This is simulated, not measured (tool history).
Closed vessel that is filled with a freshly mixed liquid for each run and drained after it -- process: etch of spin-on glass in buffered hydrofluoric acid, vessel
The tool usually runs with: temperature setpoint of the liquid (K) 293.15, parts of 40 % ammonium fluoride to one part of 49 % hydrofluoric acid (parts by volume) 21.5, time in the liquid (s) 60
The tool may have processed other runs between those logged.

run	hour	temperature setpoint of the liquid (K)	parts of 40 % ammonium fluoride to one part of 49 % hydrofluoric acid (parts by volume)	time in the liquid (s)	read-back film thickness of the spin-on glass reference wafer, read on the same gauge (nm)	thickness taken off the spin-on glass on a monitor wafer (angstrom)
1	0	293.15	21.5	60	150.02	448.1
2	12.3	293.15	21.5	60	149.99	447.1
3	21.4	293.15	21.5	60	149.99	446
4	34.7	293.15	21.5	60	149.98	448.4
5	43.9	293.15	21.5	60	149.99	447.4
6	51.5	293.15	21.5	60	149.98	443.8
7	63.6	291.15	16	60	150.02	524.8
8	69.9	291.15	16	60	149.99	527.8
9	81.2	291.15	16	60	150	522.6
10	90.1	290.65	21.5	60	150.01	391
11	96.2	290.65	21.5	60	149.99	388.2
# hour 102: gauge calibrated
12	106.9	293.15	21.5	60	150	450.6
13	114.4	293.15	21.5	60	149.97	451.6
# hour 120.9: hydrofluoric acid flow meter replaced
14	125.2	290.15	29.5	30	149.99	152.7
15	142.6	293.15	27.5	90	150.01	569.1
16	154.2	293.15	21.5	85	150.01	640.4
17	163.2	293.15	21.5	60	149.99	454
18	169.6	298.15	17	90	150	1092.1
19	178.2	293.15	21.5	60	150	450.5
20	188	293.15	21.5	45	149.98	336.2
21	196.2	293.15	21.5	60	150	448.8
# hour 227.3: thermometer replaced
22	228	290.15	21.5	60	149.99	329.4
23	238.1	291.15	23.5	70	149.97	386.8
24	251.3	293.15	21.5	60	150	394.1
25	266	293.15	21.5	60	149.99	392.9
26	280.7	293.15	15.5	30	150.01	267.7
27	288.6	297.65	25	30	149.99	228.4
28	295	293.15	21.5	60	150	393.3
29	305.9	293.15	16	75	149.99	650.2
30	319	296.15	29	75	149.98	474.2
31	326.6	293.15	21.5	60	150.01	395
32	343.1	290.15	18.5	70	150	442.9

Here are 5 independent what-if runs from the current tool condition. What would each one return?
A	343.8	293.15	21.5	30	?	?
B	343.8	295.15	24.5	60	?	?
C	343.8	290.15	27.5	90	?	?
D	343.8	291.65	13.5	35	?	?
E	343.8	293.15	19	60	?	?

run	read-back film thickness of the spin-on glass reference wafer, read on the same gauge (nm)	thickness taken off the spin-on glass on a monitor wafer (angstrom)
A	149.98	196.8
B	149.98	402
C	149.98	420
D	149.98	326.7
E	149.98	435.1
Without the tool's unlogged condition, the same runs would have read:
run	thickness taken off the spin-on glass on a monitor wafer (angstrom)
A	194.1
B	396.7
C	414.2
D	322.2
E	429.3
